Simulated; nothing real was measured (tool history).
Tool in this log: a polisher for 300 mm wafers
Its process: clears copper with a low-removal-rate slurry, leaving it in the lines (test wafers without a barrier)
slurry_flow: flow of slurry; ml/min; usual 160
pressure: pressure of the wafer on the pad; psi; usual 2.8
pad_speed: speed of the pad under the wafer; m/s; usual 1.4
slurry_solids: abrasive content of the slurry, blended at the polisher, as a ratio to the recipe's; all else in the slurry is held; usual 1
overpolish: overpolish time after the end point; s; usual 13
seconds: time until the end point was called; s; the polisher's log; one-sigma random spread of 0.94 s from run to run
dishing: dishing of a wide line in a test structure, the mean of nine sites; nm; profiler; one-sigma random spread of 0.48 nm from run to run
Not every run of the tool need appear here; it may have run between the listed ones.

| run | hour | slurry_flow | pressure | pad_speed | slurry_solids | overpolish | incoming thickness of the incoming film, nm | seconds | dishing |
|---|---|---|---|---|---|---|---|---|---|
| 1 | 0 | 185 | 2.8 | 1.4 | 1 | 13 | 375.9 | 88.1 | 37.7 |
| 2 | 67.9 | 160 | 2.8 | 1.4 | 1 | 13 | 380.7 | 94 | 35.6 |
| 3 | 108.1 | 160 | 2.8 | 1.14 | 1 | 13 | 378.2 | 110.5 | 31.6 |
| 4 | 148.8 | 160 | 2.8 | 1.14 | 1 | 13 | 381 | 112.1 | 31.2 |
| 5 | 176.1 | 160 | 2.8 | 1.7 | 1 | 13 | 379.4 | 82.6 | 40.8 |
| 6 | 237.3 | 160 | 2.8 | 1.7 | 1 | 13 | 382.8 | 85 | 39.9 |
|  | 280.3 | worn pad replaced by a new one |
| 7 | 295.9 | 160 | 2.8 | 1.54 | 1 | 6 | 378.9 | 92.8 | 18.6 |
|  | 312.5 | slurry nozzle cleaned |
| 8 | 339 | 160 | 2.8 | 1.7 | 1 | 13 | 379.8 | 85.6 | 39.1 |
|  | 391.7 | slurry blender recalibrated |
| 9 | 401.6 | 160 | 2.8 | 1.72 | 1.1 | 13 | 383.5 | 80.1 | 42.1 |
| 10 | 466.7 | 185 | 2.8 | 1.4 | 1 | 13 | 378.4 | 94.2 | 35.6 |
| 11 | 503.9 | 160 | 2.8 | 0.98 | 1 | 19 | 377.8 | 132 | 37 |
| 12 | 551.5 | 160 | 2.8 | 1.4 | 1 | 13 | 377.2 | 99.1 | 34.6 |
| 13 | 577.7 | 130 | 2.8 | 1.4 | 0.9 | 21 | 378.9 | 106.3 | 48.5 |
| 14 | 630.7 | 160 | 2.8 | 1.4 | 1 | 13 | 379 | 101.8 | 33.8 |
| 15 | 692.6 | 185 | 2.1 | 1.1 | 1.25 | 13 | 383.8 | 158.2 | 23.4 |
| 16 | 728.5 | 175 | 2.8 | 1.76 | 1 | 13 | 375.4 | 83.5 | 38.7 |
| 17 | 768.1 | 160 | 2.8 | 1.4 | 1.15 | 13 | 385.1 | 103.2 | 34.9 |
| 18 | 793 | 180 | 1.8 | 1.2 | 1.25 | 13 | 381.4 | 172 | 21.3 |
|  | 800.7 | worn pad replaced by a new one |
| 19 | 848.6 | 190 | 2.8 | 1.26 | 0.8 | 7 | 375 | 115.7 | 17.5 |
|  | 852.1 | slurry blender recalibrated |
| 20 | 883.7 | 160 | 2.8 | 1.4 | 1 | 13 | 380.6 | 101.8 | 33.8 |
| 21 | 933.7 | 160 | 3.1 | 1.4 | 1 | 13 | 382.4 | 94.2 | 36.6 |
| 22 | 988.9 | 125 | 2.8 | 1.4 | 1 | 21 | 380.1 | 110.2 | 46.8 |
|  | 997.3 | slurry nozzle cleaned |
| 23 | 1035.8 | 140 | 3.3 | 1.64 | 1.15 | 13 | 378.7 | 77.2 | 42 |
| 24 | 1103.8 | 160 | 2.8 | 1.4 | 1 | 13 | 384.7 | 109.1 | 33.1 |
| 25 | 1277.6 | 200 | 2.8 | 1.2 | 1 | 13 | 383 | 120.2 | 29.9 |
|  | 1317.8 | head pressure recalibrated |
|  | 1336.8 | worn pad replaced by a new one |
| 26 | 1337.8 | 160 | 2.8 | 1.4 | 1 | 13 | 384.3 | 96.4 | 36.5 |
| 27 | 1381 | 105 | 2.8 | 1.4 | 1.1 | 17 | 378.8 | 102.4 | 42.6 |
|  | 1390.5 | slurry blender recalibrated |
| 28 | 1449.9 | 160 | 2.8 | 1.26 | 1 | 13 | 384.1 | 102.9 | 34.1 |
| 29 | 1481 | 215 | 2.8 | 1.4 | 0.9 | 13 | 378.9 | 91.5 | 37.3 |

Forecast each of these 3 alternatives for the next run:
| A | 1481.5 | 160 | 2.8 | 1.4 | 1 | 13 | 381.5 | ? | ? |
| B | 1481.5 | 160 | 2.8 | 1.4 | 1 | 6 | 381.5 | ? | ? |
| C | 1481.5 | 185 | 3.1 | 1.4 | 1 | 6 | 381.5 | ? | ? |

| run | seconds | dishing |
|---|---|---|
| A | 94.9 | 36.2 |
| B | 94.9 | 18.3 |
| C | 83.7 | 20.6 |
Without the tool's hidden state the same runs would have given:
| run | seconds | dishing |
|---|---|---|
| A | 90.4 | 37.7 |
| B | 90.4 | 19.2 |
| C | 79.7 | 21.6 |
